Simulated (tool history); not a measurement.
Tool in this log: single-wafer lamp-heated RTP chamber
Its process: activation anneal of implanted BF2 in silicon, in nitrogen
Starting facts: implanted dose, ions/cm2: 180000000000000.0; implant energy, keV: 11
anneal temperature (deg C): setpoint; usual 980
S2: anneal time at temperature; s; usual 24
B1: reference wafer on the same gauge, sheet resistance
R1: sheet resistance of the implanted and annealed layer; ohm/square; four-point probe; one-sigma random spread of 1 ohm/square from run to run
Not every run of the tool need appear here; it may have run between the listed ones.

{"run": 1, "day": 0.0, "anneal temperature (deg C)": 988, "S2": 34, "B1": 704.13, "R1": 642.71}
{"run": 2, "day": 0.546, "anneal temperature (deg C)": 990, "S2": 24, "B1": 703.97, "R1": 646.56}
{"run": 3, "day": 0.85, "anneal temperature (deg C)": 980, "S2": 24, "B1": 704.25, "R1": 649.84}
{"run": 4, "day": 1.167, "anneal temperature (deg C)": 980, "S2": 24, "B1": 703.92, "R1": 650.15}
{"run": 5, "day": 1.667, "anneal temperature (deg C)": 980, "S2": 24, "B1": 703.76, "R1": 652.59}
{"run": 6, "day": 2.071, "anneal temperature (deg C)": 992, "S2": 24, "B1": 703.67, "R1": 645.57}
{"run": 7, "day": 2.662, "anneal temperature (deg C)": 992, "S2": 24, "B1": 704.06, "R1": 644.72}
{"run": 8, "day": 3.288, "anneal temperature (deg C)": 980, "S2": 24, "B1": 703.88, "R1": 649.47}
{"run": 9, "day": 3.808, "anneal temperature (deg C)": 980, "S2": 24, "B1": 703.76, "R1": 650.59}
{"day": 3.883, "done": "gauge calibrated"}
{"run": 10, "day": 4.412, "anneal temperature (deg C)": 980, "S2": 24, "B1": 703.82, "R1": 649.98}
{"run": 11, "day": 5.088, "anneal temperature (deg C)": 967, "S2": 24, "B1": 704.35, "R1": 655.05}
{"run": 12, "day": 5.812, "anneal temperature (deg C)": 980, "S2": 24, "B1": 703.98, "R1": 648.17}
{"run": 13, "day": 6.25, "anneal temperature (deg C)": 980, "S2": 24, "B1": 703.82, "R1": 648.99}
{"run": 14, "day": 6.967, "anneal temperature (deg C)": 980, "S2": 24, "B1": 703.71, "R1": 650.36}
{"run": 15, "day": 7.479, "anneal temperature (deg C)": 980, "S2": 28, "B1": 704.08, "R1": 646.62}
{"run": 16, "day": 8.162, "anneal temperature (deg C)": 980, "S2": 24, "B1": 703.98, "R1": 647.38}
{"run": 17, "day": 8.438, "anneal temperature (deg C)": 1001, "S2": 19, "B1": 704.01, "R1": 645.71}
{"run": 18, "day": 8.829, "anneal temperature (deg C)": 962, "S2": 28, "B1": 704.0, "R1": 654.88}
{"run": 19, "day": 9.188, "anneal temperature (deg C)": 980, "S2": 24, "B1": 703.88, "R1": 650.45}
{"run": 20, "day": 9.467, "anneal temperature (deg C)": 958, "S2": 31, "B1": 703.79, "R1": 656.04}
{"run": 21, "day": 9.996, "anneal temperature (deg C)": 980, "S2": 24, "B1": 704.08, "R1": 648.44}
{"run": 22, "day": 10.512, "anneal temperature (deg C)": 1007, "S2": 20, "B1": 703.86, "R1": 640.46}
{"day": 11.825, "done": "reflector plate cleaned"}
{"run": 23, "day": 12.6, "anneal temperature (deg C)": 994, "S2": 24, "B1": 704.32, "R1": 641.44}
{"run": 24, "day": 13.025, "anneal temperature (deg C)": 999, "S2": 24, "B1": 703.82, "R1": 640.43}
{"run": 25, "day": 13.383, "anneal temperature (deg C)": 958, "S2": 18, "B1": 704.18, "R1": 661.76}
{"run": 26, "day": 14.033, "anneal temperature (deg C)": 963, "S2": 18, "B1": 704.12, "R1": 658.82}
{"day": 14.796, "done": "pyrometer window cleaned and pyrometer calibrated"}
{"run": 27, "day": 14.817, "anneal temperature (deg C)": 980, "S2": 24, "B1": 704.18, "R1": 653.76}
{"run": 28, "day": 15.338, "anneal temperature (deg C)": 991, "S2": 37, "B1": 704.02, "R1": 641.32}
{"run": 29, "day": 15.867, "anneal temperature (deg C)": 980, "S2": 24, "B1": 703.83, "R1": 653.83}
{"day": 16.062, "done": "gauge calibrated"}
{"run": 30, "day": 16.379, "anneal temperature (deg C)": 963, "S2": 36, "B1": 703.94, "R1": 658.64}
{"run": 31, "day": 17.012, "anneal temperature (deg C)": 960, "S2": 10, "B1": 703.85, "R1": 675.82}
{"run": 32, "day": 17.725, "anneal temperature (deg C)": 980, "S2": 24, "B1": 704.0, "R1": 652.98}
{"run": 33, "day": 18.117, "anneal temperature (deg C)": 965, "S2": 24, "B1": 703.98, "R1": 661.61}
{"run": 34, "day": 18.712, "anneal temperature (deg C)": 980, "S2": 24, "B1": 704.18, "R1": 650.82}
{"run": 35, "day": 19.092, "anneal temperature (deg C)": 1006, "S2": 24, "B1": 703.86, "R1": 640.98}
{"run": 36, "day": 19.571, "anneal temperature (deg C)": 980, "S2": 24, "B1": 703.89, "R1": 651.6}
{"run": 37, "day": 19.933, "anneal temperature (deg C)": 965, "S2": 14, "B1": 703.98, "R1": 664.42}

What if the next run were any one of these 4? Each begins from the tool's condition after run 37:
{"run": "A", "day": 19.95, "anneal temperature (deg C)": 980, "S2": 24, "B1": "?", "R1": "?"}
{"run": "B", "day": 19.95, "anneal temperature (deg C)": 997, "S2": 14, "B1": "?", "R1": "?"}
{"run": "C", "day": 19.95, "anneal temperature (deg C)": 961, "S2": 38, "B1": "?", "R1": "?"}
{"run": "D", "day": 19.95, "anneal temperature (deg C)": 1009, "S2": 18, "B1": "?", "R1": "?"}

run=A B1=703.95 R1=652.37
run=B B1=703.95 R1=652.93
run=C B1=703.95 R1=658.06
run=D B1=703.95 R1=645.33
What these runs would have given with no unlogged condition in the tool:
run=A R1=654.39
run=B R1=654.37
run=C R1=662.75
run=D R1=647.00
